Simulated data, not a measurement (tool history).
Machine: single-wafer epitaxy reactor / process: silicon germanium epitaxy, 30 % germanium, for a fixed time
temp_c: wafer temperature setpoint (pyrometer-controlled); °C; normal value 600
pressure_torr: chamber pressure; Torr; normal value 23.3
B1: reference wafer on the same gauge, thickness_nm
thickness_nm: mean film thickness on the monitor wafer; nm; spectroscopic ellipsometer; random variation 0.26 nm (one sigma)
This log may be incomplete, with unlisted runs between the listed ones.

{"run": 1, "day": 0.0, "temp_c": 600, "pressure_torr": 23.3, "B1": 72.208, "thickness_nm": 58.494}
{"run": 2, "day": 2.504, "temp_c": 600, "pressure_torr": 23.3, "B1": 72.213, "thickness_nm": 58.538}
{"run": 3, "day": 5.929, "temp_c": 600, "pressure_torr": 23.3, "B1": 72.203, "thickness_nm": 59.056}
{"run": 4, "day": 8.979, "temp_c": 600, "pressure_torr": 23.3, "B1": 72.239, "thickness_nm": 58.657}
{"run": 5, "day": 11.117, "temp_c": 600, "pressure_torr": 23.3, "B1": 72.294, "thickness_nm": 59.124}
{"run": 6, "day": 15.483, "temp_c": 590, "pressure_torr": 23.3, "B1": 72.149, "thickness_nm": 49.115}
{"day": 18.004, "done": "pyrometer calibrated"}
{"run": 7, "day": 18.696, "temp_c": 600, "pressure_torr": 23.3, "B1": 72.296, "thickness_nm": 58.858}
{"run": 8, "day": 21.046, "temp_c": 600, "pressure_torr": 23.3, "B1": 72.117, "thickness_nm": 58.5}
{"day": 23.883, "done": "capacitance manometer re-zeroed and calibrated"}
{"run": 9, "day": 24.596, "temp_c": 600, "pressure_torr": 23.3, "B1": 72.175, "thickness_nm": 60.668}
{"run": 10, "day": 26.846, "temp_c": 600, "pressure_torr": 23.3, "B1": 72.104, "thickness_nm": 60.486}
{"run": 11, "day": 30.288, "temp_c": 600, "pressure_torr": 23.3, "B1": 72.197, "thickness_nm": 60.489}
{"run": 12, "day": 32.767, "temp_c": 587, "pressure_torr": 17.9, "B1": 72.156, "thickness_nm": 43.031}
{"run": 13, "day": 35.838, "temp_c": 614, "pressure_torr": 21.5, "B1": 72.133, "thickness_nm": 74.489}
{"run": 14, "day": 39.742, "temp_c": 593, "pressure_torr": 28, "B1": 72.151, "thickness_nm": 56.522}
{"run": 15, "day": 41.796, "temp_c": 607, "pressure_torr": 17.5, "B1": 72.106, "thickness_nm": 60.536}
{"run": 16, "day": 47.496, "temp_c": 595, "pressure_torr": 28.7, "B1": 72.11, "thickness_nm": 59.091}
{"run": 17, "day": 50.504, "temp_c": 600, "pressure_torr": 23.3, "B1": 72.179, "thickness_nm": 59.432}

What does the tool deliver on the next run?
{"day": 51.012, "done": "gauge calibrated"}
{"day": 51.792, "done": "showerhead replaced"}
{"run": 18, "day": 52.017, "temp_c": 615, "pressure_torr": 20.6, "B1": "?", "thickness_nm": "?"}

Run 18 produced B1 72.277, thickness_nm 73.987 nm.
The same run, on a tool lacking any hidden state, would have yielded thickness_nm 75.257 nm.
